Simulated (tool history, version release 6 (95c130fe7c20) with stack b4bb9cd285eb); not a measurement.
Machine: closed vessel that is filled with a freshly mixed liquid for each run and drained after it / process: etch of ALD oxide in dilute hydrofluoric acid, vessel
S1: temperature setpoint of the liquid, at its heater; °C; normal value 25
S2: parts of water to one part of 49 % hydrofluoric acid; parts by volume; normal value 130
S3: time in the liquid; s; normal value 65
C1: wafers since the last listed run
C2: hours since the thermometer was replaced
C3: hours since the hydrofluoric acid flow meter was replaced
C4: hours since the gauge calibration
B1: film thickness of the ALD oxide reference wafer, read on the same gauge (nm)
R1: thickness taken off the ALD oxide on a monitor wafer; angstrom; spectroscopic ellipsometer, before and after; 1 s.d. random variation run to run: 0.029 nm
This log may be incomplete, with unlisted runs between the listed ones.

| run | day | S1 | S2 | S3 | C1 | C2 | C3 | C4 | B1 | R1 |
|---|---|---|---|---|---|---|---|---|---|---|
| 1 | 0 | 25 | 95 | 65 | 0 | 367.6 | 493.9 | 738.9 | 99.98 | 107.7 |
| 2 | 2.383 | 25 | 95 | 65 | 6428 | 424.8 | 551.1 | 796.1 | 100.02 | 106.8 |
| 3 | 6.792 | 25 | 95 | 65 | 11889 | 530.6 | 656.9 | 901.9 | 100.02 | 107.3 |
| 4 | 10.65 | 25 | 130 | 65 | 10406 | 623.2 | 749.5 | 994.5 | 99.98 | 74.7 |
| 5 | 14.825 | 25 | 130 | 65 | 11260 | 723.4 | 849.7 | 1094.7 | 100.02 | 74.5 |
| 6 | 17.871 | 25 | 130 | 65 | 8214 | 796.5 | 922.8 | 1167.8 | 100.02 | 74.4 |
| 7 | 20.55 | 25 | 130 | 65 | 7225 | 860.8 | 987.1 | 1232.1 | 100.01 | 73.7 |
| 8 | 24.633 | 25 | 130 | 65 | 11013 | 958.8 | 1085.1 | 1330.1 | 99.99 | 73.3 |

What does the tool deliver on the next run?
|  | 28.479 | gauge calibrated |
| 9 | 28.608 | 25 | 165 | 65 | 10720 | 1054.2 | 1180.5 | 3.1 | ? | ? |

{"run 9": {"B1": 99.98, "R1": 55.6}}
If the tool had no hidden condition, the same run with the same run-to-run variation would have returned R1 58.4 angstrom.

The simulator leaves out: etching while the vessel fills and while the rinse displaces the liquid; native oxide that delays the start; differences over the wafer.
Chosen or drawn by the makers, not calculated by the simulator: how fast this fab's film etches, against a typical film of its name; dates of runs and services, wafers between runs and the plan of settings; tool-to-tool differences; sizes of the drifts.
